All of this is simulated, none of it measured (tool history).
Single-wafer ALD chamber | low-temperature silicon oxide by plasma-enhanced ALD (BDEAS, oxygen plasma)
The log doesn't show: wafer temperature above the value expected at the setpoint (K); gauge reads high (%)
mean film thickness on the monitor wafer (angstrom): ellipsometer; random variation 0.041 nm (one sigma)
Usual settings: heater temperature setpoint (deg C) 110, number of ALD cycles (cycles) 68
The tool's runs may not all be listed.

run	day	heater temperature setpoint (deg C)	number of ALD cycles (cycles)	wafers since the last listed run	hours since the last thermocouple change	hours since the gauge calibration	read-back reference wafer on the same gauge, thickness_nm	mean film thickness on the monitor wafer (angstrom)
1	0	113	68	0	664.7	1784	10.531	97.4
2	7.046	113	68	639	833.8	1953.1	10.553	96.69
3	9.3	113	68	204	887.9	2007.2	10.556	97.62
4	11.471	110	62	196	940	2059.3	10.55	89.68
5	13.833	110	68	214	996.7	2116	10.571	98.62
6	17.346	110	68	318	1081	2200.3	10.574	98.43
# day 18.908: gauge calibrated
7	27.396	110	68	912	1322.2	203.7	10.302	96.11
8	29.975	110	68	234	1384.1	265.6	10.326	95.97
9	32.867	110	68	262	1453.5	335	10.334	95.52
10	34.508	110	68	148	1492.9	374.4	10.318	95.56
11	37.958	110	68	313	1575.7	457.2	10.341	95.93
12	41.483	121	58	319	1660.3	541.8	10.353	80.83
13	44.938	121	58	313	1743.2	624.7	10.364	80.63
14	49.117	100	68	379	1843.5	725	10.385	97.91
# day 51.4: thermocouple changed; heater temperature recalibrated
15	52.858	100	68	309	35	814.8	10.375	97.33
16	56.729	110	64	351	127.9	907.7	10.402	90.59
17	59.196	110	64	223	187.1	966.9	10.392	90.8
18	62.629	110	64	311	269.5	1049.3	10.409	90.47
19	65.521	110	68	262	338.9	1118.7	10.417	96.03
20	67.917	110	68	217	396.4	1176.2	10.419	96.24
21	71.667	110	61	340	486.4	1266.2	10.439	87.2
22	74.908	110	68	294	564.2	1344	10.441	96.98
23	79.354	99	68	403	670.9	1450.7	10.464	97.96
24	82.546	97	60	289	747.5	1527.3	10.45	87.87
25	84.45	103	79	172	793.2	1573	10.473	114.69
26	86.6	117	64	195	844.8	1624.6	10.461	90.59
27	88.246	98	58	149	884.3	1664.1	10.487	84.01
28	91.95	96	68	336	973.2	1753	10.488	99.84
29	94.667	110	68	246	1038.4	1818.2	10.508	96.3
30	97.979	106	56	300	1117.9	1897.7	10.504	80.18
31	101.608	110	68	329	1205	1984.8	10.507	98.01
32	104.508	121	62	263	1274.6	2054.4	10.524	87.19
33	110.333	110	68	528	1414.4	2194.2	10.547	97.65
34	111.954	125	73	147	1453.3	2233.1	10.537	102.23
35	115.45	104	61	317	1537.2	2317	10.544	88.61
# day 118.588: gauge calibrated
36	118.683	105	78	293	1614.8	2.3	10.304	110.33
37	122.6	110	68	355	1708.8	96.3	10.306	96.39
38	125.221	110	56	237	1771.7	159.2	10.307	78.68
39	128.429	120	68	291	1848.7	236.2	10.324	94.61
40	130.15	110	68	156	1890	277.5	10.321	95.49
# day 133.921: thermocouple changed; heater temperature recalibrated
41	138.504	106	68	727	110	478	10.347	96.54
42	142.738	125	60	384	211.6	579.6	10.361	82.68
43	145.554	125	68	255	279.2	647.2	10.37	93.53
44	148.646	114	59	280	353.4	721.4	10.363	83.1

4 ways to go on from here, each from the tool as it stands after run 44. What would each give?
A	148.667	95	68	1	353.9	721.9	?	?
B	148.667	124	68	1	353.9	721.9	?	?
C	148.667	110	74	1	353.9	721.9	?	?
D	148.667	122	64	1	353.9	721.9	?	?

run	read-back reference wafer on the same gauge, thickness_nm	mean film thickness on the monitor wafer (angstrom)
A	10.369	99.47
B	10.369	94.37
C	10.369	105.08
D	10.369	89.11
Without the tool's hidden state the same runs would have given:
run	mean film thickness on the monitor wafer (angstrom)
A	98.78
B	93.71
C	104.35
D	88.49
